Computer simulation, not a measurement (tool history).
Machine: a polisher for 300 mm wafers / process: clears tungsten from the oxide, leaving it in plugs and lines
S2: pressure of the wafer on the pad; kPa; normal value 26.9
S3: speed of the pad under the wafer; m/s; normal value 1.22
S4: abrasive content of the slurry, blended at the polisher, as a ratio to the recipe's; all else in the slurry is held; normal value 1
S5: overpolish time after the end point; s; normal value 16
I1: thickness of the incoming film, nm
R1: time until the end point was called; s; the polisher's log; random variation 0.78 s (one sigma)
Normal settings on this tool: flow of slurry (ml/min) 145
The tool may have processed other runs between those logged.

Run 1, hour 0: usual settings but S4 1.15, S5 18 s; I1 513.7. Result: R1 89.3 s.
At hour 18: slurry tank refilled with fresh slurry and peroxide.
Run 2, hour 40: usual settings but S4 1.15, S5 18 s; I1 509.5. Result: R1 90.2 s.
At hour 47: worn pad replaced by a new one.
Run 3, hour 101.2: usual settings but S4 1.15, S5 18 s; I1 495. Result: R1 87.8 s.
At hour 136.4: slurry blender recalibrated.
Run 4, hour 164.8: usual settings but flow of slurry (ml/min) 125, S2 31 kPa; I1 504.7. Result: R1 82 s.
At hour 178.4: slurry tank refilled with fresh slurry and peroxide.
Run 5, hour 229.8: usual settings but flow of slurry (ml/min) 125, S2 31 kPa; I1 505. Result: R1 86.4 s.
At hour 241.5: worn pad replaced by a new one.
Run 6, hour 271.7: usual settings but flow of slurry (ml/min) 125, S2 31 kPa; I1 498.5. Result: R1 84.9 s.
At hour 283.4: head pressure recalibrated.
At hour 338.1: slurry blender recalibrated.
At hour 345.7: slurry tank refilled with fresh slurry and peroxide.
Run 7, hour 372.2: usual settings but S5 14 s; I1 508.5. Result: R1 89.4 s.
At hour 416: worn pad replaced by a new one.
Run 8, hour 416.5: usual settings; I1 507.7. Result: R1 93.2 s.
Run 9, hour 440.1: usual settings; I1 504.3. Result: R1 93 s.
Run 10, hour 473.4: usual settings but S2 24.1 kPa, S5 19 s; I1 509. Result: R1 104.7 s.
At hour 506.1: slurry tank refilled with fresh slurry and peroxide.
At hour 518.4: slurry nozzle cleaned.
Run 11, hour 518.9: usual settings but S2 24.1 kPa, S5 19 s; I1 495.3. Result: R1 99.8 s.
At hour 552.2: slurry blender recalibrated.
At hour 581.2: worn pad replaced by a new one.
Run 12, hour 585.5: usual settings but flow of slurry (ml/min) 160, S4 0.85; I1 505.8. Result: R1 90.5 s.
Run 13, hour 680.5: usual settings but S2 32.4 kPa; I1 509.2. Result: R1 81.8 s.
At hour 699.3: slurry tank refilled with fresh slurry and peroxide.
Run 14, hour 724.9: usual settings but flow of slurry (ml/min) 170, S4 1.3; I1 500.2. Result: R1 84.5 s.
At hour 748.5: worn pad replaced by a new one.
Run 15, hour 755.1: usual settings but flow of slurry (ml/min) 185; I1 500.4. Result: R1 90.2 s.
At hour 757.7: slurry blender recalibrated.
Run 16, hour 810: usual settings but S2 23.4 kPa, S5 25 s; I1 510.8. Result: R1 99.5 s.
Run 17, hour 861: usual settings but S4 0.85; I1 505.7. Result: R1 97.1 s.

Some steps in R1, run to run, broken into two amounts with sign: the step expected even without the hidden condition (settings, incoming material, random variation), and the rest, left for the hidden condition together with whatever gauge scatter is not in both the measured and the hidden-condition-free result:
Hidden state at play: removal rate lost through wear of the pad, %; slurry flow missing at the pad, %; deviation of the head's pressure from its setpoint, %; abrasive missing from the slurry, %; peroxide lost from the slurry, %.
Run 9 -> 10: S2 26.9 -> 24.1, S5 16 -> 19. R1 +11.7 s: hidden state +2.3, all else +9.4.
Run 11 -> 12: flow of slurry (ml/min) 145 -> 160, S2 24.1 -> 26.9, S4 1 -> 0.85, S5 19 -> 16, slurry blender recalibrated, worn pad replaced by a new one. R1 -9.3 s: hidden state -7.7, all else -1.6.
